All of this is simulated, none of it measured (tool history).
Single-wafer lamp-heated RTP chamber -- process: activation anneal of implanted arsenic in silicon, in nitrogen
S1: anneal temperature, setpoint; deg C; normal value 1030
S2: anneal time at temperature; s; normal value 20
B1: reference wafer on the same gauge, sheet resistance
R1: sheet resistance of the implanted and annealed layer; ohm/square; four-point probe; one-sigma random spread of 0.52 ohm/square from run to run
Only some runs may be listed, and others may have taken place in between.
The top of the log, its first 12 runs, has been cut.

Run 13, hour 526.4: usual settings; B1 152.98. Result: R1 135.69 ohm/square.
Run 14, hour 577.1: usual settings; B1 153.16. Result: R1 136.60 ohm/square.
Run 15, hour 641.0: usual settings but S1 1015 deg C; B1 153.10. Result: R1 142.17 ohm/square.
Run 16, hour 671.8: usual settings; B1 153.19. Result: R1 135.80 ohm/square.
At hour 688.0: pyrometer window cleaned and pyrometer calibrated.
Run 17, hour 724.5: usual settings; B1 153.11. Result: R1 136.69 ohm/square.
Run 18, hour 757.9: usual settings but S2 25 s; B1 153.02. Result: R1 132.51 ohm/square.
Run 19, hour 811.6: usual settings but S1 1045 deg C, S2 12 s; B1 153.14. Result: R1 136.71 ohm/square.
Run 20, hour 840.6: usual settings but S1 1018 deg C; B1 153.01. Result: R1 139.08 ohm/square.
Run 21, hour 886.6: usual settings but S2 32 s; B1 152.99. Result: R1 129.34 ohm/square.
Run 22, hour 934.7: usual settings but S1 1004 deg C, S2 13 s; B1 153.03. Result: R1 152.47 ohm/square.
At hour 959.0: gauge calibrated.
At hour 1001.9: pyrometer window cleaned and pyrometer calibrated.
Run 23, hour 1002.4: usual settings; B1 152.91. Result: R1 134.65 ohm/square.
Run 24, hour 1052.9: usual settings; B1 153.02. Result: R1 135.50 ohm/square.
Run 25, hour 1097.9: usual settings; B1 152.97. Result: R1 134.66 ohm/square.
Run 26, hour 1128.1: usual settings; B1 152.95. Result: R1 134.56 ohm/square.
Run 27, hour 1165.6: usual settings but S1 1022 deg C; B1 153.16. Result: R1 137.79 ohm/square.
Run 28, hour 1226.6: usual settings but S1 1007 deg C, S2 24 s; B1 153.03. Result: R1 140.27 ohm/square.
Run 29, hour 1259.6: usual settings but S1 1013 deg C, S2 11 s; B1 152.99. Result: R1 148.62 ohm/square.
Run 30, hour 1330.5: usual settings; B1 153.00. Result: R1 133.24 ohm/square.
Run 31, hour 1363.2: usual settings; B1 152.96. Result: R1 134.78 ohm/square.
At hour 1373.3: reflector plate cleaned.
At hour 1381.1: pyrometer window cleaned and pyrometer calibrated.
Run 32, hour 1420.3: usual settings but S1 1058 deg C; B1 152.96. Result: R1 128.68 ohm/square.

Run 33 has not been measured yet. What should we expect?
Run 33, hour 1476.1: usual settings but S1 1043 deg C, S2 12 s; B1 ?. Result: R1 ?.

B1: 153.08
R1: 139.16 ohm/square
Take away the tool's hidden state, keep the run-to-run variation as it was, and the same run would have given R1 139.26 ohm/square.

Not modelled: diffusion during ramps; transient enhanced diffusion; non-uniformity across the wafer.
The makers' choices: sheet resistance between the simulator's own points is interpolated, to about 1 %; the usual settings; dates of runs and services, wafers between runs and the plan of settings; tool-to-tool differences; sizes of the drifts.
